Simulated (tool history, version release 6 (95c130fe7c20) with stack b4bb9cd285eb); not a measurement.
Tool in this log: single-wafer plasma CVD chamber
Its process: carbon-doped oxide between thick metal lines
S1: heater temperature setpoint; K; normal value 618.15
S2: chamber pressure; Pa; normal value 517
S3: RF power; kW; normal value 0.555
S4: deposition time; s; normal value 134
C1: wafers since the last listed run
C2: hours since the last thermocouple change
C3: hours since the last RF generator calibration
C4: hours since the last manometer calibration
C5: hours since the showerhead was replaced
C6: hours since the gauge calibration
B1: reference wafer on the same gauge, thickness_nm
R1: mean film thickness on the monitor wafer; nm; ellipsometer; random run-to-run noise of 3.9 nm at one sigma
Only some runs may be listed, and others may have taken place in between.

run    hour      S1   S2     S3   S4   C1      C2      C3      C4      C5      C6       B1       R1
  1       0  614.15  517  0.555  134    0   491.3   968.3    59.8    5236  3177.7   762.45  714.133
       33.6  -- showerhead replaced
  2    97.2  618.15  479  0.555  134  789   588.5  1065.5     157    63.6  3274.9  768.463  708.618
  3   140.3  618.15  479  0.555  134  381   631.6  1108.6   200.1   106.7    3318  765.948  712.848
  4   218.1  618.15  479  0.555  134  688   709.4  1186.4   277.9   184.5  3395.8  769.226  709.651
  5     284  626.15  517  0.555  134  583   775.3  1252.3   343.8   250.4  3461.7  772.879  704.951
  6   379.5  618.15  517   0.48  134  845   870.8  1347.8   439.3   345.9  3557.2  773.795  652.531
  7   418.9  618.15  517  0.555  128  348   910.2  1387.2   478.7   385.3  3596.6  775.394  678.019
  8   520.2  618.15  517  0.475  146  896  1011.5  1488.5     580   486.6  3697.9   778.29  702.564
      569.3  -- gauge calibrated
  9   614.9  618.15  517  0.555  134  837  1106.2  1583.2   674.7   581.3    45.6  739.364  692.395
 10   699.7  618.15  517  0.555  134  750    1191    1668   759.5   666.1   130.4  741.506  693.075
 11   752.8  618.15  517  0.555  134  469  1244.1  1721.1   812.6   719.2   183.5  743.375  689.965
 12   830.2  625.15  453  0.555  116  684  1321.5  1798.5     890   796.6   260.9  742.499  574.953
 13   912.1  618.15  517  0.525  151  724  1403.4  1880.4   971.9   878.5   342.8  743.051  748.823
      978.1  -- thermocouple changed; heater temperature recalibrated
 14   991.9  610.15  517  0.555  112  635    13.8  1960.2  1051.7   958.3   422.6  743.461  597.946
     1049.5  -- capacitance manometer re-zeroed and calibrated
 15  1087.5  618.15  461  0.555  134  775   109.4  2055.8      38  1053.9   518.2   740.92  685.542
     1137.1  -- RF generator calibrated
 16  1150.4  632.15  517  0.555  134  485   172.3    13.3   100.9  1116.8   581.1  742.407  666.984
 17  1219.2  607.15  460   0.51  134  608   241.1    82.1   169.7  1185.6   649.9  744.452  671.477
 18  1305.9  618.15  517  0.555  134  767   327.8   168.8   256.4  1272.3   736.6   742.37  690.922
 19  1369.1  618.15  576  0.555  147  559     391     232   319.6  1335.5   799.8  744.074   763.87
 20  1458.5  626.15  420  0.555  134  791   480.4   321.4     409  1424.9   889.2  747.956  661.779
 21    1504  618.15  517  0.555  134  402   525.9   366.9   454.5  1470.4   934.7  746.972  686.866
 22    1552  618.15  441  0.605  134  424   573.9   414.9   502.5  1518.4   982.7  745.715  717.851
 23  1626.3  618.15  517  0.555  147  657   648.2   489.2   576.8  1592.7    1057  745.492  758.736
 24  1704.7  624.15  481  0.555  134  693   726.6   567.6   655.2  1671.1  1135.4  746.496  678.143
 25    1770  618.15  517  0.555  134  577   791.9   632.9   720.5  1736.4  1200.7  747.106  693.301
 26  1854.5  618.15  517    0.5  117  747   876.4   717.4     805  1820.9  1285.2  747.828   563.01
 27  1948.3  607.15  517  0.555  134  830   970.2   811.2   898.8  1914.7    1379  749.969   721.31
 28  2039.3  618.15  517  0.555  134  805  1061.2   902.2   989.8  2005.7    1470  748.257  694.023

4 options for the next run, each taken on its own from the tool as it stands now. Forecast them:
  A  2039.7  618.15  517  0.555  158   3  1061.6  902.6  990.2  2006.1  1470.4   ?   ?
  B  2039.7  608.15  473  0.615  113   3  1061.6  902.6  990.2  2006.1  1470.4   ?   ?
  C  2039.7  618.15  596   0.61  119   3  1061.6  902.6  990.2  2006.1  1470.4   ?   ?
  D  2039.7  618.15  600  0.515  134   3  1061.6  902.6  990.2  2006.1  1470.4   ?   ?

run       B1       R1
  A  748.984  813.969
  B  748.984  637.346
  C  748.984  661.426
  D  748.984   668.57
What these runs would have given with no unlogged condition in the tool:
run       R1
  A  796.999
  B  624.059
  C  647.637
  D  654.632

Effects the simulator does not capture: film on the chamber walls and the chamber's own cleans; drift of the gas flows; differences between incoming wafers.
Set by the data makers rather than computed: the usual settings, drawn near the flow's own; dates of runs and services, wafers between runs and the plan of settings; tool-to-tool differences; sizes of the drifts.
